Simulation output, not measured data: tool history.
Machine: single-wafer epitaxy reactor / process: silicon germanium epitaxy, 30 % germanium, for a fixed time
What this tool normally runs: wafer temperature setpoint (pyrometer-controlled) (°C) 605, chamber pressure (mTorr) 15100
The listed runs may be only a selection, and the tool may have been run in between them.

run	day	wafer temperature setpoint (pyrometer-controlled) (°C)	chamber pressure (mTorr)	wafers since the last listed run	hours since the last pyrometer calibration	hours since the last manometer calibration	hours since the showerhead was replaced	hours since the gauge calibration	read-back reference wafer on the same gauge, thickness_nm	mean film thickness on the monitor wafer (Å)
1	0	605	15900	0	1899.6	1291.7	3383.7	92.1	57.97	681.57
2	0.808	605	15900	410	1919	1311.1	3403.1	111.5	57.971	674.04
3	2.288	605	15900	751	1954.5	1346.6	3438.6	147	57.996	680.29
4	3.729	611	15100	732	1989.1	1381.2	3473.2	181.6	57.93	761.12
5	4.746	605	15100	516	2013.5	1405.6	3497.6	206	58.13	671.49
6	5.246	605	15100	254	2025.5	1417.6	3509.6	218	57.942	671.55
7	5.975	605	15100	370	2043	1435.1	3527.1	235.5	58.113	670.49
8	6.917	605	15100	478	2065.6	1457.7	3549.7	258.1	58.038	669.67
9	8.083	605	14200	593	2093.6	1485.7	3577.7	286.1	57.997	662.87
# day 9.033: pyrometer calibrated
10	9.517	605	14200	559	11.6	1520.1	3612.1	320.5	58.011	581.97
# day 10.554: capacitance manometer re-zeroed and calibrated
11	11.142	600	16400	656	50.6	14.1	3651.1	359.5	58.091	551.83
12	11.946	596	13300	408	69.9	33.4	3670.4	378.8	58.008	479.58
13	13.404	605	13600	741	104.9	68.4	3705.4	413.8	57.931	586.91
# day 14.812: gauge calibrated
14	14.883	619	18100	751	140.4	103.9	3740.9	1.7	58.028	850.01
# day 15.783: showerhead replaced
15	16.292	596	13300	546	174.2	137.7	12.2	35.5	57.996	488.07
16	17.229	613	12500	476	196.7	160.2	34.7	58	58.031	679.13
17	18.504	605	15100	648	227.3	190.8	65.3	88.6	57.915	610.68
18	19.079	605	13800	292	241.1	204.6	79.1	102.4	57.926	598.6
19	19.596	610	17700	262	253.5	217	91.5	114.8	57.931	714.33
20	20.617	591	15100	518	278	241.5	116	139.3	58.023	460.6

Alternative continuations, all from the tool just after run 20; predict every row:
A	20.633	605	12600	8	278.4	241.9	116.4	139.7	?	?
B	20.633	620	11900	8	278.4	241.9	116.4	139.7	?	?
C	20.633	590	14000	8	278.4	241.9	116.4	139.7	?	?

run	read-back reference wafer on the same gauge, thickness_nm	mean film thickness on the monitor wafer (Å)
A	57.952	586.7
B	57.952	780.79
C	57.952	441.88
Without the tool's unlogged condition, the same runs would have read:
run	mean film thickness on the monitor wafer (Å)
A	570.99
B	760.65
C	429.58
